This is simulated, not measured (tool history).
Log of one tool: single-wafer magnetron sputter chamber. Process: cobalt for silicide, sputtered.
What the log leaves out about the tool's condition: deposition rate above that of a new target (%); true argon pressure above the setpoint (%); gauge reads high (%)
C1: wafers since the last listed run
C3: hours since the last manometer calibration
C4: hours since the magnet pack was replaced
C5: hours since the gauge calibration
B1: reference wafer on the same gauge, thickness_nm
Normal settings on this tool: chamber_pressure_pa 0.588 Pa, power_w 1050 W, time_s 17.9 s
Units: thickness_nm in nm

{"run": 1, "day": 0.0, "chamber_pressure_pa": 0.678, "power_w": 1050, "time_s": 16.4, "C1": 0, "wafers on the sputter target": 2495, "C3": 1000.2, "C4": 9628.8, "C5": 6.8, "B1": 9.333, "thickness_nm": 7.634}
{"run": 2, "day": 0.275, "chamber_pressure_pa": 0.678, "power_w": 1050, "time_s": 16.4, "C1": 166, "wafers on the sputter target": 2662, "C3": 1006.8, "C4": 9635.4, "C5": 13.4, "B1": 9.344, "thickness_nm": 7.531}
{"run": 3, "day": 0.775, "chamber_pressure_pa": 0.678, "power_w": 1050, "time_s": 16.4, "C1": 302, "wafers on the sputter target": 2964, "C3": 1018.8, "C4": 9647.4, "C5": 25.4, "B1": 9.344, "thickness_nm": 7.588}
{"run": 4, "day": 1.471, "chamber_pressure_pa": 0.588, "power_w": 900, "time_s": 19.4, "C1": 421, "wafers on the sputter target": 3386, "C3": 1035.5, "C4": 9664.1, "C5": 42.1, "B1": 9.341, "thickness_nm": 8.201}
{"run": 5, "day": 1.85, "chamber_pressure_pa": 0.588, "power_w": 900, "time_s": 19.4, "C1": 229, "wafers on the sputter target": 3616, "C3": 1044.6, "C4": 9673.2, "C5": 51.2, "B1": 9.344, "thickness_nm": 8.224}
{"run": 6, "day": 2.3, "chamber_pressure_pa": 0.466, "power_w": 1050, "time_s": 16.7, "C1": 272, "wafers on the sputter target": 3888, "C3": 1055.4, "C4": 9684.0, "C5": 62.0, "B1": 9.352, "thickness_nm": 8.539}
{"run": 7, "day": 2.867, "chamber_pressure_pa": 0.588, "power_w": 1100, "time_s": 17.9, "C1": 343, "wafers on the sputter target": 4232, "C3": 1069.0, "C4": 9697.6, "C5": 75.6, "B1": 9.345, "thickness_nm": 8.999}
{"run": 8, "day": 3.2, "chamber_pressure_pa": 0.49, "power_w": 1050, "time_s": 17.9, "C1": 201, "wafers on the sputter target": 4434, "C3": 1077.0, "C4": 9705.6, "C5": 83.6, "B1": 9.343, "thickness_nm": 9.007}
{"run": 9, "day": 3.483, "chamber_pressure_pa": 0.767, "power_w": 1050, "time_s": 17.9, "C1": 171, "wafers on the sputter target": 4605, "C3": 1083.8, "C4": 9712.4, "C5": 90.4, "B1": 9.332, "thickness_nm": 7.963}
{"run": 10, "day": 3.975, "chamber_pressure_pa": 0.767, "power_w": 1050, "time_s": 17.9, "C1": 297, "wafers on the sputter target": 4903, "C3": 1095.6, "C4": 9724.2, "C5": 102.2, "B1": 9.342, "thickness_nm": 8.016}
{"run": 11, "day": 4.529, "chamber_pressure_pa": 0.588, "power_w": 1050, "time_s": 17.9, "C1": 335, "wafers on the sputter target": 5239, "C3": 1108.9, "C4": 9737.5, "C5": 115.5, "B1": 9.341, "thickness_nm": 8.681}
{"day": 4.958, "done": "capacitance manometer re-zeroed and calibrated"}
{"run": 12, "day": 4.979, "chamber_pressure_pa": 0.588, "power_w": 1050, "time_s": 17.9, "C1": 70, "wafers on the sputter target": 5309, "C3": 0.5, "C4": 9748.3, "C5": 126.3, "B1": 9.346, "thickness_nm": 8.696}
{"run": 13, "day": 5.354, "chamber_pressure_pa": 0.588, "power_w": 900, "time_s": 17.9, "C1": 227, "wafers on the sputter target": 5537, "C3": 9.5, "C4": 9757.3, "C5": 135.3, "B1": 9.338, "thickness_nm": 7.593}
{"run": 14, "day": 5.658, "chamber_pressure_pa": 0.588, "power_w": 900, "time_s": 16.8, "C1": 184, "wafers on the sputter target": 5721, "C3": 16.8, "C4": 9764.6, "C5": 142.6, "B1": 9.347, "thickness_nm": 7.104}
{"run": 15, "day": 6.329, "chamber_pressure_pa": 0.678, "power_w": 1050, "time_s": 16.4, "C1": 406, "wafers on the sputter target": 6127, "C3": 32.9, "C4": 9780.7, "C5": 158.7, "B1": 9.333, "thickness_nm": 7.634}
{"day": 6.458, "done": "gauge calibrated"}
{"run": 16, "day": 7.062, "chamber_pressure_pa": 0.588, "power_w": 1050, "time_s": 17.9, "C1": 444, "wafers on the sputter target": 6572, "C3": 50.5, "C4": 9798.3, "C5": 14.5, "B1": 9.343, "thickness_nm": 8.617}
{"run": 17, "day": 7.379, "chamber_pressure_pa": 0.588, "power_w": 1050, "time_s": 17.9, "C1": 191, "wafers on the sputter target": 6763, "C3": 58.1, "C4": 9805.9, "C5": 22.1, "B1": 9.339, "thickness_nm": 8.756}
{"run": 18, "day": 7.862, "chamber_pressure_pa": 0.818, "power_w": 850, "time_s": 19.4, "C1": 292, "wafers on the sputter target": 7056, "C3": 69.7, "C4": 9817.5, "C5": 33.7, "B1": 9.338, "thickness_nm": 6.972}
{"day": 8.433, "done": "magnet pack replaced"}
{"run": 19, "day": 8.454, "chamber_pressure_pa": 0.705, "power_w": 1250, "time_s": 20.6, "C1": 156, "wafers on the sputter target": 7213, "C3": 83.9, "C4": 0.5, "C5": 47.9, "B1": 9.344, "thickness_nm": 11.057}
{"day": 9.392, "done": "sputter target and shields replaced"}
{"run": 20, "day": 9.412, "chamber_pressure_pa": 0.588, "power_w": 1050, "time_s": 21.0, "C1": 378, "wafers on the sputter target": 11, "C3": 106.9, "C4": 23.5, "C5": 70.9, "B1": 9.35, "thickness_nm": 10.192}
{"run": 21, "day": 9.625, "chamber_pressure_pa": 0.418, "power_w": 1100, "time_s": 21.2, "C1": 128, "wafers on the sputter target": 140, "C3": 112.0, "C4": 28.6, "C5": 76.0, "B1": 9.337, "thickness_nm": 11.537}
{"run": 22, "day": 10.296, "chamber_pressure_pa": 0.588, "power_w": 1200, "time_s": 21.0, "C1": 406, "wafers on the sputter target": 546, "C3": 128.1, "C4": 44.7, "C5": 92.1, "B1": 9.336, "thickness_nm": 11.516}
{"run": 23, "day": 10.558, "chamber_pressure_pa": 0.412, "power_w": 900, "time_s": 17.9, "C1": 159, "wafers on the sputter target": 705, "C3": 134.4, "C4": 51.0, "C5": 98.4, "B1": 9.34, "thickness_nm": 8.148}
{"run": 24, "day": 11.292, "chamber_pressure_pa": 0.588, "power_w": 1050, "time_s": 17.9, "C1": 444, "wafers on the sputter target": 1149, "C3": 152.0, "C4": 68.6, "C5": 116.0, "B1": 9.332, "thickness_nm": 8.601}
{"run": 25, "day": 12.279, "chamber_pressure_pa": 0.699, "power_w": 1050, "time_s": 17.9, "C1": 598, "wafers on the sputter target": 1748, "C3": 175.7, "C4": 92.3, "C5": 139.7, "B1": 9.34, "thickness_nm": 8.13}
{"day": 12.654, "done": "gauge calibrated"}
{"run": 26, "day": 12.992, "chamber_pressure_pa": 0.778, "power_w": 1250, "time_s": 15.9, "C1": 431, "wafers on the sputter target": 2179, "C3": 192.8, "C4": 109.4, "C5": 8.1, "B1": 9.34, "thickness_nm": 8.293}
{"run": 27, "day": 13.329, "chamber_pressure_pa": 0.588, "power_w": 1050, "time_s": 17.9, "C1": 204, "wafers on the sputter target": 2384, "C3": 200.9, "C4": 117.5, "C5": 16.2, "B1": 9.347, "thickness_nm": 8.642}

5 ways to go on from here, each from the tool as it stands after run 27. What would each give?
{"run": "A", "day": 13.346, "chamber_pressure_pa": 0.588, "power_w": 1150, "time_s": 17.9, "C1": 10, "wafers on the sputter target": 2394, "C3": 201.3, "C4": 117.9, "C5": 16.6, "B1": "?", "thickness_nm": "?"}
{"run": "B", "day": 13.346, "chamber_pressure_pa": 0.416, "power_w": 1050, "time_s": 16.4, "C1": 10, "wafers on the sputter target": 2394, "C3": 201.3, "C4": 117.9, "C5": 16.6, "B1": "?", "thickness_nm": "?"}
{"run": "C", "day": 13.346, "chamber_pressure_pa": 0.383, "power_w": 850, "time_s": 21.2, "C1": 10, "wafers on the sputter target": 2394, "C3": 201.3, "C4": 117.9, "C5": 16.6, "B1": "?", "thickness_nm": "?"}
{"run": "D", "day": 13.346, "chamber_pressure_pa": 0.484, "power_w": 900, "time_s": 19.7, "C1": 10, "wafers on the sputter target": 2394, "C3": 201.3, "C4": 117.9, "C5": 16.6, "B1": "?", "thickness_nm": "?"}
{"run": "E", "day": 13.346, "chamber_pressure_pa": 0.588, "power_w": 1050, "time_s": 21.3, "C1": 10, "wafers on the sputter target": 2394, "C3": 201.3, "C4": 117.9, "C5": 16.6, "B1": "?", "thickness_nm": "?"}

run=A B1=9.336 thickness_nm=9.363
run=B B1=9.336 thickness_nm=8.543
run=C B1=9.336 thickness_nm=9.255
run=D B1=9.336 thickness_nm=8.637
run=E B1=9.336 thickness_nm=10.246
Stripped of hidden state, with their random variation kept, the same runs would have yielded:
run=A thickness_nm=9.363
run=B thickness_nm=8.543
run=C thickness_nm=9.255
run=D thickness_nm=8.637
run=E thickness_nm=10.246
